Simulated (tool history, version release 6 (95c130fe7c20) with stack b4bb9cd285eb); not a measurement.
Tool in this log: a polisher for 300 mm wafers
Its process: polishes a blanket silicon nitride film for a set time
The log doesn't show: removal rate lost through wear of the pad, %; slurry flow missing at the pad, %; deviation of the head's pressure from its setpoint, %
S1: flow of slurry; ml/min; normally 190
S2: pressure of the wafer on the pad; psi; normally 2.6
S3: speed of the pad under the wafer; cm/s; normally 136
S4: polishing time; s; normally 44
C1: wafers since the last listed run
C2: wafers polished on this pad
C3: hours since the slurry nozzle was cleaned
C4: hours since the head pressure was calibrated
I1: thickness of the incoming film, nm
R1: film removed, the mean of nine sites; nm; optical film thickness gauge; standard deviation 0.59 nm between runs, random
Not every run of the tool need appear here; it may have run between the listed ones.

{"run": 1, "day": 0.0, "S1": 140, "S2": 2.8, "S3": 136, "S4": 44, "C1": 0, "C2": 1795, "C3": 10.6, "C4": 461.1, "I1": 822.9, "R1": 76.5}
{"run": 2, "day": 2.646, "S1": 140, "S2": 2.8, "S3": 136, "S4": 44, "C1": 909, "C2": 2704, "C3": 74.1, "C4": 524.6, "I1": 806.1, "R1": 74.7}
{"run": 3, "day": 6.942, "S1": 175, "S2": 2.6, "S3": 164, "S4": 44, "C1": 1476, "C2": 4181, "C3": 177.2, "C4": 627.7, "I1": 806.3, "R1": 83.7}
{"run": 4, "day": 11.212, "S1": 175, "S2": 2.6, "S3": 164, "S4": 44, "C1": 1467, "C2": 5649, "C3": 279.7, "C4": 730.2, "I1": 816.3, "R1": 84.6}
{"run": 5, "day": 14.975, "S1": 190, "S2": 2.6, "S3": 136, "S4": 44, "C1": 1293, "C2": 6942, "C3": 370.0, "C4": 820.5, "I1": 798.7, "R1": 74.0}
{"run": 6, "day": 16.483, "S1": 190, "S2": 2.6, "S3": 136, "S4": 44, "C1": 518, "C2": 7460, "C3": 406.2, "C4": 856.7, "I1": 825.3, "R1": 72.8}
{"day": 19.617, "done": "worn pad replaced by a new one"}
{"run": 7, "day": 19.796, "S1": 190, "S2": 2.6, "S3": 136, "S4": 44, "C1": 1081, "C2": 61, "C3": 485.7, "C4": 936.2, "I1": 804.4, "R1": 71.7}
{"day": 23.858, "done": "slurry nozzle cleaned"}
{"run": 8, "day": 23.925, "S1": 190, "S2": 2.6, "S3": 136, "S4": 44, "C1": 1404, "C2": 1466, "C3": 1.6, "C4": 1035.3, "I1": 794.3, "R1": 73.9}
{"run": 9, "day": 25.979, "S1": 190, "S2": 2.6, "S3": 136, "S4": 44, "C1": 706, "C2": 2172, "C3": 50.9, "C4": 1084.6, "I1": 820.4, "R1": 74.2}
{"day": 27.108, "done": "head pressure recalibrated"}
{"run": 10, "day": 28.15, "S1": 190, "S2": 2.1, "S3": 136, "S4": 44, "C1": 717, "C2": 2890, "C3": 103.0, "C4": 25.0, "I1": 808.0, "R1": 59.9}
{"run": 11, "day": 30.254, "S1": 210, "S2": 2.6, "S3": 136, "S4": 44, "C1": 723, "C2": 3613, "C3": 153.5, "C4": 75.5, "I1": 814.1, "R1": 76.7}
{"run": 12, "day": 32.558, "S1": 190, "S2": 2.6, "S3": 136, "S4": 44, "C1": 791, "C2": 4405, "C3": 208.8, "C4": 130.8, "I1": 827.6, "R1": 75.1}
{"run": 13, "day": 37.004, "S1": 190, "S2": 2.6, "S3": 136, "S4": 44, "C1": 1528, "C2": 5933, "C3": 315.5, "C4": 237.5, "I1": 807.6, "R1": 74.0}
{"run": 14, "day": 40.988, "S1": 190, "S2": 2.6, "S3": 136, "S4": 44, "C1": 1369, "C2": 7302, "C3": 411.1, "C4": 333.1, "I1": 804.2, "R1": 72.5}
{"run": 15, "day": 42.55, "S1": 190, "S2": 2.6, "S3": 136, "S4": 44, "C1": 537, "C2": 7839, "C3": 448.6, "C4": 370.6, "I1": 800.9, "R1": 73.3}
{"day": 44.508, "done": "worn pad replaced by a new one"}
{"day": 48.275, "done": "slurry nozzle cleaned"}
{"run": 16, "day": 50.033, "S1": 190, "S2": 2.6, "S3": 136, "S4": 44, "C1": 2500, "C2": 1884, "C3": 42.2, "C4": 550.2, "I1": 797.2, "R1": 74.8}
{"run": 17, "day": 58.988, "S1": 190, "S2": 2.6, "S3": 136, "S4": 44, "C1": 3077, "C2": 4961, "C3": 257.1, "C4": 765.1, "I1": 802.5, "R1": 75.1}
{"run": 18, "day": 68.746, "S1": 190, "S2": 2.6, "S3": 136, "S4": 44, "C1": 3354, "C2": 8315, "C3": 491.3, "C4": 999.3, "I1": 809.8, "R1": 71.7}
{"day": 71.242, "done": "worn pad replaced by a new one"}
{"day": 71.642, "done": "head pressure recalibrated"}
{"day": 76.804, "done": "slurry nozzle cleaned"}
{"run": 19, "day": 81.512, "S1": 150, "S2": 2.6, "S3": 136, "S4": 44, "C1": 4287, "C2": 3487, "C3": 113.0, "C4": 236.9, "I1": 806.2, "R1": 70.1}
{"run": 20, "day": 84.996, "S1": 190, "S2": 2.6, "S3": 178, "S4": 40, "C1": 1197, "C2": 4684, "C3": 196.6, "C4": 320.5, "I1": 812.2, "R1": 83.3}
{"run": 21, "day": 87.821, "S1": 235, "S2": 2.1, "S3": 176, "S4": 40, "C1": 970, "C2": 5655, "C3": 264.4, "C4": 388.3, "I1": 800.5, "R1": 67.1}
{"run": 22, "day": 91.075, "S1": 165, "S2": 2.6, "S3": 136, "S4": 44, "C1": 1118, "C2": 6774, "C3": 342.5, "C4": 466.4, "I1": 799.8, "R1": 71.6}
{"run": 23, "day": 95.542, "S1": 190, "S2": 2.6, "S3": 96, "S4": 44, "C1": 1535, "C2": 8309, "C3": 449.7, "C4": 573.6, "I1": 809.3, "R1": 55.3}
{"day": 96.979, "done": "worn pad replaced by a new one"}
{"run": 24, "day": 97.538, "S1": 190, "S2": 2.6, "S3": 136, "S4": 44, "C1": 628, "C2": 191, "C3": 497.6, "C4": 621.5, "I1": 811.4, "R1": 71.4}
{"run": 25, "day": 99.638, "S1": 170, "S2": 2.4, "S3": 136, "S4": 38, "C1": 721, "C2": 913, "C3": 548.0, "C4": 671.9, "I1": 807.5, "R1": 54.9}
{"run": 26, "day": 102.05, "S1": 160, "S2": 2.6, "S3": 136, "S4": 39, "C1": 829, "C2": 1742, "C3": 605.9, "C4": 729.8, "I1": 802.8, "R1": 60.9}
{"run": 27, "day": 106.408, "S1": 190, "S2": 3.0, "S3": 166, "S4": 44, "C1": 1497, "C2": 3240, "C3": 710.5, "C4": 834.4, "I1": 808.0, "R1": 93.7}
{"day": 106.875, "done": "slurry nozzle cleaned"}
{"run": 28, "day": 110.842, "S1": 190, "S2": 2.6, "S3": 136, "S4": 44, "C1": 1509, "C2": 4749, "C3": 95.2, "C4": 940.8, "I1": 801.0, "R1": 73.8}
{"run": 29, "day": 119.442, "S1": 190, "S2": 2.6, "S3": 136, "S4": 44, "C1": 2955, "C2": 7705, "C3": 301.6, "C4": 1147.2, "I1": 814.3, "R1": 74.2}
{"day": 120.067, "done": "head pressure recalibrated"}
{"run": 30, "day": 123.275, "S1": 240, "S2": 2.6, "S3": 136, "S4": 57, "C1": 1288, "C2": 8994, "C3": 393.6, "C4": 77.0, "I1": 802.2, "R1": 98.6}
{"day": 124.833, "done": "worn pad replaced by a new one"}
{"run": 31, "day": 125.408, "S1": 190, "S2": 3.1, "S3": 154, "S4": 44, "C1": 675, "C2": 197, "C3": 444.8, "C4": 128.2, "I1": 805.1, "R1": 95.3}
{"run": 32, "day": 127.979, "S1": 140, "S2": 2.2, "S3": 136, "S4": 44, "C1": 883, "C2": 1081, "C3": 506.5, "C4": 189.9, "I1": 797.9, "R1": 57.1}
{"run": 33, "day": 131.375, "S1": 190, "S2": 2.8, "S3": 136, "S4": 44, "C1": 1167, "C2": 2248, "C3": 588.0, "C4": 271.4, "I1": 811.1, "R1": 76.0}
{"day": 133.4, "done": "slurry nozzle cleaned"}
{"run": 34, "day": 134.279, "S1": 175, "S2": 2.6, "S3": 164, "S4": 44, "C1": 983, "C2": 3232, "C3": 21.1, "C4": 341.1, "I1": 797.0, "R1": 85.5}

Alternative continuations, all from the tool just after run 34; predict every row:
{"run": "A", "day": 134.296, "S1": 170, "S2": 2.6, "S3": 136, "S4": 44, "C1": 5, "C2": 3238, "C3": 21.5, "C4": 341.5, "I1": 806.8, "R1": "?"}
{"run": "B", "day": 134.296, "S1": 230, "S2": 3.3, "S3": 160, "S4": 32, "C1": 5, "C2": 3238, "C3": 21.5, "C4": 341.5, "I1": 806.8, "R1": "?"}
{"run": "C", "day": 134.296, "S1": 250, "S2": 2.6, "S3": 136, "S4": 44, "C1": 5, "C2": 3238, "C3": 21.5, "C4": 341.5, "I1": 806.8, "R1": "?"}
{"run": "D", "day": 134.296, "S1": 190, "S2": 3.3, "S3": 136, "S4": 44, "C1": 5, "C2": 3238, "C3": 21.5, "C4": 341.5, "I1": 806.8, "R1": "?"}

run=A R1=74.0
run=B R1=81.2
run=C R1=78.1
run=D R1=95.7
Stripped of hidden state, with their random variation kept, the same runs would have yielded:
run=A R1=74.2
run=B R1=81.4
run=C R1=78.3
run=D R1=95.8
